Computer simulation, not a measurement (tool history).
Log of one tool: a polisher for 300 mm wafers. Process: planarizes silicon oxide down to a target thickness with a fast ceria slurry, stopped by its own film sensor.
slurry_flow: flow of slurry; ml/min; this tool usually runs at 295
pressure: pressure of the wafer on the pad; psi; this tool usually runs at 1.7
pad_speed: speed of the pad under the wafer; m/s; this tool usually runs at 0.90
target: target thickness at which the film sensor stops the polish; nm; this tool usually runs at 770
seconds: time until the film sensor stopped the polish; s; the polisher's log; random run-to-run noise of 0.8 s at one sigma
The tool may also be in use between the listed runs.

run	hour	slurry_flow	pressure	pad_speed	target	wafers since the last listed run	wafers polished on this pad	hours since the slurry nozzle was cleaned	hours since the head pressure was calibrated	incoming thickness of the incoming film, nm	seconds
1	0.0	225	1.7	0.90	770	0	606	329.8	318.2	1278.4	63.8
2	33.6	225	1.7	0.90	770	236	843	363.4	351.8	1272.6	65.5
3	48.7	225	1.7	0.90	770	106	950	378.5	366.9	1268.0	65.9
# hour 70.5: worn pad replaced by a new one
4	71.0	295	1.4	0.80	770	128	3	400.8	389.2	1307.8	88.6
5	97.4	295	1.4	0.80	770	186	189	427.2	415.6	1318.9	92.1
6	117.8	295	1.4	0.80	770	143	333	447.6	436.0	1285.1	86.2
7	141.7	295	1.7	0.90	770	168	502	471.5	459.9	1273.4	61.8
8	155.3	295	1.7	0.90	770	95	597	485.1	473.5	1295.6	66.5
9	179.0	295	1.7	0.90	770	167	764	508.8	497.2	1287.0	65.3
10	199.3	295	1.7	0.90	770	143	907	529.1	517.5	1282.4	65.1
# hour 218.0: worn pad replaced by a new one
# hour 263.9: head pressure recalibrated
11	296.5	295	1.7	0.90	770	642	538	626.3	32.6	1293.8	65.0
12	331.3	340	1.3	0.90	770	245	784	661.1	67.4	1302.3	86.5
# hour 361.3: worn pad replaced by a new one
13	365.9	340	1.3	0.90	770	215	32	695.7	102.0	1287.4	81.5
14	392.4	295	1.7	0.90	770	186	219	722.2	128.5	1295.8	64.9
15	425.7	295	1.7	0.90	770	234	453	755.5	161.8	1280.4	63.5
16	440.9	295	1.9	0.90	770	107	560	770.7	177.0	1282.7	56.9
# hour 452.4: slurry nozzle cleaned
17	457.7	295	2.1	0.90	770	111	672	5.3	193.8	1294.8	54.6
18	485.4	295	1.7	0.90	891	195	867	33.0	221.5	1269.3	49.3
# hour 507.8: worn pad replaced by a new one, of another model than before
19	508.3	335	1.9	0.76	770	133	3	55.9	244.4	1278.5	63.9
20	539.5	295	1.7	0.90	770	219	223	87.1	275.6	1291.9	63.3

For run 21, what comes out?
21	572.8	295	1.7	0.90	770	234	457	120.4	308.9	1306.9	?

{"run 21": {"seconds": 64.7}}
Minus the tool's unlogged condition, the same run would have read seconds 63.7 s.
